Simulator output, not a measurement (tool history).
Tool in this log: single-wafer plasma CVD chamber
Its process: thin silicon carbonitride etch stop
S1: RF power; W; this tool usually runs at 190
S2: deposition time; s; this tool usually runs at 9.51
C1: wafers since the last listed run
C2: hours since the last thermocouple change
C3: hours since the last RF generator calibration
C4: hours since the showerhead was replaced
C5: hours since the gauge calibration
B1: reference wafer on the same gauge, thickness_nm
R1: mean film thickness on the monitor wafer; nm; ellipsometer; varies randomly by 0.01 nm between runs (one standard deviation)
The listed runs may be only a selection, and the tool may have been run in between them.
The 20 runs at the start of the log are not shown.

run	day	S1	S2	C1	C2	C3	C4	C5	B1	R1
21	21.6	190	9.51	1149	51.6	75.6	2369.9	288.7	6.069	5.429
22	22.375	190	10.46	638	70.2	94.2	2388.5	307.3	6.072	5.949
23	23.112	190	9.51	607	87.9	111.9	2406.2	325	6.071	5.435
24	23.779	175	7.69	549	103.9	127.9	2422.2	341	6.067	4.328
# day 25.038: showerhead replaced
25	25.058	190	9.51	778	134.6	158.6	0.5	371.7	6.072	5.429
26	25.875	170	7.75	672	154.2	178.2	20.1	391.3	6.071	4.331
27	30.304	190	10.93	3647	260.5	284.5	126.4	497.6	6.074	6.233
28	31.321	190	9.51	837	284.9	308.9	150.8	522	6.071	5.419
29	32.525	190	11.07	991	313.8	337.8	179.7	550.9	6.069	6.318
30	33.146	205	10.05	511	328.7	352.7	194.6	565.8	6.071	5.805
31	33.662	210	8.83	425	341.1	365.1	207	578.2	6.073	5.123
32	34.617	190	9.51	785	364	388	229.9	601.1	6.074	5.433
33	35.525	190	9.51	748	385.8	409.8	251.7	622.9	6.069	5.424
34	36.904	225	10.09	1135	418.9	442.9	284.8	656	6.074	5.944
35	37.596	190	8.08	569	435.5	459.5	301.4	672.6	6.071	4.616
36	38.221	210	10.37	514	450.5	474.5	316.4	687.6	6.07	6.028
37	39.662	165	11.01	1187	485.1	509.1	351	722.2	6.071	6.13

Forecast each of these 3 alternatives for the next run:
A	39.679	190	9.51	13	485.5	509.5	351.4	722.6	?	?
B	39.679	170	8.66	13	485.5	509.5	351.4	722.6	?	?
C	39.679	180	7.77	13	485.5	509.5	351.4	722.6	?	?

run	B1	R1
A	6.07	5.424
B	6.07	4.846
C	6.07	4.39
Take away the tool's hidden state, keep each run's random variation, and the runs would have read:
run	R1
A	5.438
B	4.858
C	4.401
